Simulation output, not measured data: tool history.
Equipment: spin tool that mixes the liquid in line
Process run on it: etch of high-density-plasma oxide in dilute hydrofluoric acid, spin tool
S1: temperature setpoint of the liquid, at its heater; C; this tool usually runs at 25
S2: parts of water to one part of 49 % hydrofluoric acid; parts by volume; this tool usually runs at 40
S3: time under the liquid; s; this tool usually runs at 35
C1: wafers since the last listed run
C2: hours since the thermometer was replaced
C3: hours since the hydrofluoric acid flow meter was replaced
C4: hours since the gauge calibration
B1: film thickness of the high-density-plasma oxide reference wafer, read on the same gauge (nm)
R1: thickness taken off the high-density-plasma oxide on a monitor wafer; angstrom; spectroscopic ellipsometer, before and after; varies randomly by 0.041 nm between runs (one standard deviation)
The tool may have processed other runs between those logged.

Run 1, hour 0: usual settings but S1 27.5 C; C1 0; C2 289.7; C3 736.2; C4 562.6; B1 90. Result: R1 67.9 angstrom.
At hour 26.5: hydrofluoric acid flow meter replaced.
Run 2, hour 94.9: usual settings but S2 30 parts by volume; C1 1498; C2 384.6; C3 68.4; C4 657.5; B1 90. Result: R1 78.2 angstrom.
Run 3, hour 185.1: usual settings but S2 30 parts by volume; C1 1439; C2 474.8; C3 158.6; C4 747.7; B1 90. Result: R1 78.3 angstrom.
Run 4, hour 248.3: usual settings but S2 30 parts by volume; C1 1008; C2 538; C3 221.8; C4 810.9; B1 90. Result: R1 79.4 angstrom.
Run 5, hour 342.7: usual settings but S1 28.5 C, S3 30 s; C1 1506; C2 632.4; C3 316.2; C4 905.3; B1 89.98. Result: R1 58.3 angstrom.
Run 6, hour 414.9: usual settings but S1 28.5 C, S3 30 s; C1 1152; C2 704.6; C3 388.4; C4 977.5; B1 90.03. Result: R1 59 angstrom.
Run 7, hour 520.5: usual settings; C1 1685; C2 810.2; C3 494; C4 1083.1; B1 89.98. Result: R1 60.6 angstrom.
Run 8, hour 578.6: usual settings; C1 927; C2 868.3; C3 552.1; C4 1141.2; B1 89.99. Result: R1 60 angstrom.
At hour 587.5: thermometer replaced.
Run 9, hour 648.4: usual settings; C1 1097; C2 60.9; C3 621.9; C4 1211; B1 90.03. Result: R1 60.6 angstrom.
Run 10, hour 736.2: usual settings; C1 1401; C2 148.7; C3 709.7; C4 1298.8; B1 90.01. Result: R1 61.2 angstrom.
Run 11, hour 791.2: usual settings but S2 30 parts by volume; C1 877; C2 203.7; C3 764.7; C4 1353.8; B1 90. Result: R1 82.5 angstrom.
At hour 921.9: hydrofluoric acid flow meter replaced.
Run 12, hour 1005.4: usual settings but S1 23.5 C, S2 50 parts by volume; C1 3402; C2 417.9; C3 83.5; C4 1568; B1 90.01. Result: R1 43.1 angstrom.
Run 13, hour 1043.3: usual settings but S1 26.5 C, S2 30 parts by volume, S3 50 s; C1 604; C2 455.8; C3 121.4; C4 1605.9; B1 90.04. Result: R1 120.5 angstrom.
Run 14, hour 1164: usual settings but S1 21.5 C, S3 20 s; C1 1926; C2 576.5; C3 242.1; C4 1726.6; B1 89.98. Result: R1 28.8 angstrom.
At hour 1215.2: gauge calibrated.
Run 15, hour 1225.8: usual settings but S3 55 s; C1 986; C2 638.3; C3 303.9; C4 10.6; B1 90.01. Result: R1 92.7 angstrom.
Run 16, hour 1330.9: usual settings but S3 45 s; C1 1677; C2 743.4; C3 409; C4 115.7; B1 90.02. Result: R1 76.4 angstrom.
Run 17, hour 1437.1: usual settings but S3 20 s; C1 1694; C2 849.6; C3 515.2; C4 221.9; B1 89.99. Result: R1 34.7 angstrom.
Run 18, hour 1537.2: usual settings but S1 22.5 C; C1 1597; C2 949.7; C3 615.3; C4 322; B1 89.98. Result: R1 54.5 angstrom.
Run 19, hour 1573.5: usual settings; C1 579; C2 986; C3 651.6; C4 358.3; B1 90.02. Result: R1 61 angstrom.
At hour 1609.2: thermometer replaced.
Run 20, hour 1643.5: usual settings but S1 22.5 C, S3 20 s; C1 1101; C2 34.3; C3 721.6; C4 428.3; B1 90.01. Result: R1 31.1 angstrom.
Run 21, hour 1689.2: usual settings but S1 30 C; C1 729; C2 80; C3 767.3; C4 474; B1 90.01. Result: R1 75.6 angstrom.

Branching from run 21: 5 alternative next runs. What would each branch give?
Run A, hour 1689.6: usual settings; C1 6; C2 80.4; C3 767.7; C4 474.4; B1 ?. Result: R1 ?.
Run B, hour 1689.6: usual settings but S1 23.5 C, S3 45 s; C1 6; C2 80.4; C3 767.7; C4 474.4; B1 ?. Result: R1 ?.
Run C, hour 1689.6: usual settings but S1 29 C, S2 25 parts by volume, S3 25 s; C1 6; C2 80.4; C3 767.7; C4 474.4; B1 ?. Result: R1 ?.
Run D, hour 1689.6: usual settings but S2 55 parts by volume; C1 6; C2 80.4; C3 767.7; C4 474.4; B1 ?. Result: R1 ?.
Run E, hour 1689.6: usual settings but S3 40 s; C1 6; C2 80.4; C3 767.7; C4 474.4; B1 ?. Result: R1 ?.

run     B1    R1
  A  89.96  61.6
  B  89.96  74.4
  C  89.96  84.6
  D  89.96  43.9
  E  89.96  70.3
Had the tool no hidden state, the same runs would have come out as:
run    R1
  A  57.1
  B    69
  C  78.6
  D  40.7
  E  65.3

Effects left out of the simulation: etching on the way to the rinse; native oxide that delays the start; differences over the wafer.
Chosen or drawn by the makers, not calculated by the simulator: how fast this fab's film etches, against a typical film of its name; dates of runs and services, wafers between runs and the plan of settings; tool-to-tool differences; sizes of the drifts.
